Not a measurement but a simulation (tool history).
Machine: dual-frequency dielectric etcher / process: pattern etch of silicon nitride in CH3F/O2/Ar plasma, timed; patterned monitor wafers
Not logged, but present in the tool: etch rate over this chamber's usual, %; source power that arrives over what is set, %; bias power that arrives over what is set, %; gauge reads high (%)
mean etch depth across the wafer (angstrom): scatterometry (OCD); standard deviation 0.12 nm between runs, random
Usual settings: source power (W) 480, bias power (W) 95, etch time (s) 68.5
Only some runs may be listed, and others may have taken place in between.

| run | hour | source power (W) | bias power (W) | etch time (s) | wafers since the last listed run | hours since the last wet clean | hours since the last source power generator calibration | hours since the last bias power generator calibration | hours since the last upper electrode change | hours since the gauge calibration | read-back reference wafer on the same gauge, depth_nm | mean etch depth across the wafer (angstrom) |
|---|---|---|---|---|---|---|---|---|---|---|---|---|
| 1 | 0 | 480 | 95 | 68.5 | 0 | 38.3 | 1421.9 | 1853.1 | 2176.2 | 121.7 | 65.7 | 573 |
| 2 | 64.8 | 480 | 95 | 68.5 | 690 | 103.1 | 1486.7 | 1917.9 | 2241 | 186.5 | 65.7 | 572 |
| 3 | 87.9 | 480 | 95 | 68.5 | 246 | 126.2 | 1509.8 | 1941 | 2264.1 | 209.6 | 65.7 | 575 |
| 4 | 117 | 480 | 95 | 61.5 | 310 | 155.3 | 1538.9 | 1970.1 | 2293.2 | 238.7 | 65.7 | 517 |
| 5 | 133 | 480 | 95 | 61.5 | 170 | 171.3 | 1554.9 | 1986.1 | 2309.2 | 254.7 | 65.7 | 519 |
| 6 | 148.3 | 480 | 95 | 68.5 | 163 | 186.6 | 1570.2 | 2001.4 | 2324.5 | 270 | 65.7 | 580 |
| 7 | 171.4 | 480 | 95 | 68.5 | 246 | 209.7 | 1593.3 | 2024.5 | 2347.6 | 293.1 | 65.7 | 579 |
| 8 | 185.2 | 480 | 95 | 68.5 | 147 | 223.5 | 1607.1 | 2038.3 | 2361.4 | 306.9 | 65.7 | 579 |
| 9 | 211.2 | 480 | 95 | 73.5 | 277 | 249.5 | 1633.1 | 2064.3 | 2387.4 | 332.9 | 65.7 | 620 |
| 10 | 244.4 | 480 | 95 | 68.5 | 353 | 282.7 | 1666.3 | 2097.5 | 2420.6 | 366.1 | 65.7 | 579 |
|  | 255.5 | source power generator calibrated |
|  | 269.3 | gauge calibrated |
| 11 | 269.8 | 480 | 107 | 53 | 228 | 308.1 | 14.3 | 2122.9 | 2446 | 0.5 | 65.7 | 464 |
|  | 287.5 | bias power generator calibrated |
| 12 | 304.3 | 480 | 95 | 68.5 | 324 | 342.6 | 48.8 | 16.8 | 2480.5 | 35 | 65.7 | 582 |
| 13 | 334.6 | 480 | 95 | 68.5 | 322 | 372.9 | 79.1 | 47.1 | 2510.8 | 65.3 | 65.7 | 586 |
|  | 361.1 | upper electrode replaced |
|  | 361.4 | wet clean of the chamber |
| 14 | 361.9 | 370 | 95 | 68.5 | 32 | 0.5 | 106.4 | 74.4 | 0.8 | 92.6 | 65.7 | 536 |
| 15 | 365.7 | 520 | 79 | 87.5 | 40 | 4.3 | 110.2 | 78.2 | 4.6 | 96.4 | 65.7 | 713 |
| 16 | 386.7 | 480 | 95 | 73.5 | 223 | 25.3 | 131.2 | 99.2 | 25.6 | 117.4 | 65.7 | 615 |
| 17 | 400.2 | 560 | 81 | 76 | 143 | 38.8 | 144.7 | 112.7 | 39.1 | 130.9 | 65.7 | 636 |
| 18 | 421.7 | 480 | 95 | 68.5 | 229 | 60.3 | 166.2 | 134.2 | 60.6 | 152.4 | 65.7 | 572 |
| 19 | 441.8 | 430 | 111 | 82 | 214 | 80.4 | 186.3 | 154.3 | 80.7 | 172.5 | 65.7 | 699 |
| 20 | 457.4 | 570 | 95 | 68.5 | 166 | 96 | 201.9 | 169.9 | 96.3 | 188.1 | 65.7 | 601 |
| 21 | 490.2 | 480 | 95 | 61.5 | 349 | 128.8 | 234.7 | 202.7 | 129.1 | 220.9 | 65.6 | 516 |
| 22 | 519.3 | 410 | 95 | 80 | 310 | 157.9 | 263.8 | 231.8 | 158.2 | 250 | 65.7 | 649 |
| 23 | 533.3 | 360 | 86 | 68.5 | 149 | 171.9 | 277.8 | 245.8 | 172.2 | 264 | 65.7 | 524 |
| 24 | 555.4 | 480 | 111 | 77 | 235 | 194 | 299.9 | 267.9 | 194.3 | 286.1 | 65.7 | 677 |
| 25 | 602.8 | 480 | 95 | 57.5 | 505 | 241.4 | 347.3 | 315.3 | 241.7 | 333.5 | 65.7 | 485 |
| 26 | 629.6 | 520 | 78 | 76 | 285 | 268.2 | 374.1 | 342.1 | 268.5 | 360.3 | 65.7 | 627 |
| 27 | 647 | 560 | 87 | 53.5 | 185 | 285.6 | 391.5 | 359.5 | 285.9 | 377.7 | 65.7 | 461 |

Across each entry between runs, compare the hidden state at the last listed run before it with the hidden state at the first listed run after it:
In the gap between runs 10 and 11: source power generator calibrated (hour 255.5); gauge calibrated (hour 269.3)
  etch rate over this chamber's usual, %: 1.81 -> 1.97
  measured value less the no-hidden-state value, mean etch depth across the wafer (angstrom): +10 -> +9
In the gap between runs 11 and 12: bias power generator calibrated (hour 287.5)
  etch rate over this chamber's usual, %: 1.97 -> 2.19
  measured value less the no-hidden-state value, mean etch depth across the wafer (angstrom): +9 -> +12
In the gap between runs 13 and 14: upper electrode replaced (hour 361.1); wet clean of the chamber (hour 361.4)
  etch rate over this chamber's usual, %: 2.38 -> 0.0124
  measured value less the no-hidden-state value, mean etch depth across the wafer (angstrom): +14 -> +0
